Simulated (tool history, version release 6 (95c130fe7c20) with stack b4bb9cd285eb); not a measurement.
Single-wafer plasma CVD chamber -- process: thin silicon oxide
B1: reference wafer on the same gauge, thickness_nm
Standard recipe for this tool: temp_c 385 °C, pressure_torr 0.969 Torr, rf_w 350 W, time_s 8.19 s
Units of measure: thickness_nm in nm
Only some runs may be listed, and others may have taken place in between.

Run 1, hour 0.0: usual settings; B1 15.908. Result: thickness_nm 15.595 nm.
Run 2, hour 22.3: usual settings; B1 15.874. Result: thickness_nm 15.626 nm.
Run 3, hour 50.9: usual settings; B1 15.929. Result: thickness_nm 15.580 nm.
Run 4, hour 77.0: usual settings; B1 15.913. Result: thickness_nm 15.603 nm.
Run 5, hour 89.9: usual settings; B1 15.874. Result: thickness_nm 15.551 nm.
Run 6, hour 181.2: usual settings but rf_w 385 W; B1 15.899. Result: thickness_nm 16.311 nm.
Run 7, hour 216.1: usual settings but rf_w 385 W; B1 15.903. Result: thickness_nm 16.318 nm.
At hour 221.8: gauge calibrated.
Run 8, hour 245.2: usual settings but rf_w 385 W; B1 15.894. Result: thickness_nm 16.303 nm.
Run 9, hour 277.2: usual settings; B1 15.890. Result: thickness_nm 15.505 nm.
At hour 308.0: RF generator calibrated.
At hour 321.5: capacitance manometer re-zeroed and calibrated.
Run 10, hour 335.2: usual settings but pressure_torr 0.898 Torr, rf_w 385 W, time_s 6.95 s; B1 15.898. Result: thickness_nm 13.837 nm.
Run 11, hour 361.5: usual settings; B1 15.878. Result: thickness_nm 16.255 nm.
Run 12, hour 394.1: usual settings but temp_c 390 °C, rf_w 325 W, time_s 7.51 s; B1 15.913. Result: thickness_nm 14.259 nm.
At hour 407.6: showerhead replaced.
Run 13, hour 422.0: usual settings but rf_w 415 W, time_s 9.41 s; B1 15.910. Result: thickness_nm 19.953 nm.
Run 14, hour 434.6: usual settings but temp_c 392 °C, rf_w 330 W; B1 15.891. Result: thickness_nm 15.503 nm.
At hour 446.2: thermocouple changed; heater temperature recalibrated.
Run 15, hour 470.3: usual settings but temp_c 381 °C, pressure_torr 0.840 Torr; B1 15.909. Result: thickness_nm 14.970 nm.
Run 16, hour 504.7: usual settings but temp_c 389 °C, pressure_torr 1.052 Torr, rf_w 280 W; B1 15.930. Result: thickness_nm 14.818 nm.
Run 17, hour 526.1: usual settings but rf_w 285 W; B1 15.906. Result: thickness_nm 14.368 nm.
Run 18, hour 541.9: usual settings but temp_c 396 °C, pressure_torr 0.760 Torr, time_s 7.55 s; B1 15.895. Result: thickness_nm 12.851 nm.
Run 19, hour 565.5: usual settings; B1 15.885. Result: thickness_nm 16.058 nm.

The tool's hidden state at each run:
wafer temperature above the value expected at the setpoint (K): 0 at every run
true pressure above the setpoint (%): 0 at every run
gauge reads high (%): 0 at every run
H1: delivered RF power above the setpoint (%)
run      H1
  1    -8.3
  2   -8.33
  3   -8.35
  4   -8.38
  5   -8.39
  6   -8.47
  7   -8.49
  8   -8.51
  9   -8.53
 10  -0.498
 11  -0.862
 12   -1.29
 13   -1.64
 14   -1.79
 15    -2.2
 16   -2.58
 17    -2.8
 18   -2.96
 19   -3.18
